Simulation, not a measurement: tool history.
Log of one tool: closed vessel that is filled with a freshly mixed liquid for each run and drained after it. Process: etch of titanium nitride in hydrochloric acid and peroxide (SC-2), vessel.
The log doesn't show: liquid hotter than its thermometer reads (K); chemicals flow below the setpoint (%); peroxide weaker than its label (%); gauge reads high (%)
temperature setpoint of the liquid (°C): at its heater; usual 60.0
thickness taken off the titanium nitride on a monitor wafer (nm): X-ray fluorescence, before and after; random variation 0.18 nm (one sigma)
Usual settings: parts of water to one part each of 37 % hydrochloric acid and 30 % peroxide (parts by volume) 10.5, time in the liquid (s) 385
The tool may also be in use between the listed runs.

run,hour,temperature setpoint of the liquid (°C),parts of water to one part each of 37 % hydrochloric acid and 30 % peroxide (parts by volume),time in the liquid (s),wafers since the last listed run,hours since the thermometer was replaced,hours since the chemicals flow meter was replaced,hours since the drum of peroxide was connected,hours since the gauge calibration,"read-back film thickness of the titanium nitride reference wafer, read on the same gauge (nm)",thickness taken off the titanium nitride on a monitor wafer (nm)
1,0.0,56.0,10.5,495,0,2284.8,595.3,74.9,260.3,140.01,20.21
2,34.3,56.0,10.5,495,1984,2319.1,629.6,109.2,294.6,139.99,20.07
3,65.9,60.0,10.5,385,1828,2350.7,661.2,140.8,326.2,139.97,20.00
4,99.0,60.0,10.5,255,1915,2383.8,694.3,173.9,359.3,140.01,13.18
5,128.1,60.0,10.5,255,1684,2412.9,723.4,203.0,388.4,139.99,13.04
6,142.0,60.0,10.5,255,804,2426.8,737.3,216.9,402.3,139.99,13.04
7,160.6,60.0,10.5,385,1076,2445.4,755.9,235.5,420.9,139.99,19.76
8,185.8,60.0,10.5,385,1458,2470.6,781.1,260.7,446.1,140.00,19.36
9,283.8,60.0,10.5,385,5671,2568.6,879.1,358.7,544.1,139.98,19.41
10,297.1,60.0,10.5,510,769,2581.9,892.4,372.0,557.4,139.97,25.52
# hour 313.9: thermometer replaced
11,318.0,60.0,11.5,385,1151,4.1,913.3,392.9,578.3,140.03,18.00
12,347.5,60.0,11.5,385,1707,33.6,942.8,422.4,607.8,140.00,18.25
13,382.5,60.0,11.5,385,2025,68.6,977.8,457.4,642.8,139.99,17.77
14,418.3,60.0,10.5,385,2071,104.4,1013.6,493.2,678.6,140.03,19.38
15,440.7,60.0,10.5,260,1296,126.8,1036.0,515.6,701.0,140.01,13.07
# hour 465.9: new drum of peroxide connected
16,474.7,60.0,9.0,220,1909,160.8,1070.0,8.8,735.0,140.00,13.21
17,501.8,60.0,8.5,320,1568,187.9,1097.1,35.9,762.1,140.00,19.97
# hour 505.4: chemicals flow meter replaced
18,529.5,60.0,10.5,385,1545,215.6,24.1,63.6,789.8,139.98,20.27
19,560.2,51.5,10.5,385,1776,246.3,54.8,94.3,820.5,139.99,11.61
# hour 567.8: gauge calibrated
20,611.3,54.0,6.0,450,2957,297.4,105.9,145.4,43.5,140.00,24.77
21,633.9,60.0,10.5,385,1307,320.0,128.5,168.0,66.1,139.99,20.11
22,666.0,51.5,10.5,385,1857,352.1,160.6,200.1,98.2,139.98,11.43
23,682.7,54.0,10.5,475,966,368.8,177.3,216.8,114.9,139.96,16.62
24,697.4,60.0,10.5,385,850,383.5,192.0,231.5,129.6,140.00,20.01
25,720.5,60.0,10.5,385,1336,406.6,215.1,254.6,152.7,140.01,19.81
26,748.4,66.5,15.0,325,1614,434.5,243.0,282.5,180.6,140.01,18.62
27,768.0,67.0,8.5,165,1134,454.1,262.6,302.1,200.2,140.03,15.31
28,784.3,66.0,6.5,385,943,470.4,278.9,318.4,216.5,140.05,41.95

Forecast each of these 5 alternatives for the next run:
A,785.1,60.0,10.5,385,46,471.2,279.7,319.2,217.3,?,?
B,785.1,68.5,7.5,550,46,471.2,279.7,319.2,217.3,?,?
C,785.1,67.0,10.5,385,46,471.2,279.7,319.2,217.3,?,?
D,785.1,66.5,14.5,260,46,471.2,279.7,319.2,217.3,?,?
E,785.1,68.0,6.0,385,46,471.2,279.7,319.2,217.3,?,?

run,"read-back film thickness of the titanium nitride reference wafer, read on the same gauge (nm)",thickness taken off the titanium nitride on a monitor wafer (nm)
A,139.98,19.63
B,139.98,62.15
C,139.98,30.19
D,139.98,14.97
E,139.98,50.19
Without the tool's hidden state the same runs would have given:
run,thickness taken off the titanium nitride on a monitor wafer (nm)
A,20.56
B,64.99
C,31.60
D,15.69
E,52.44
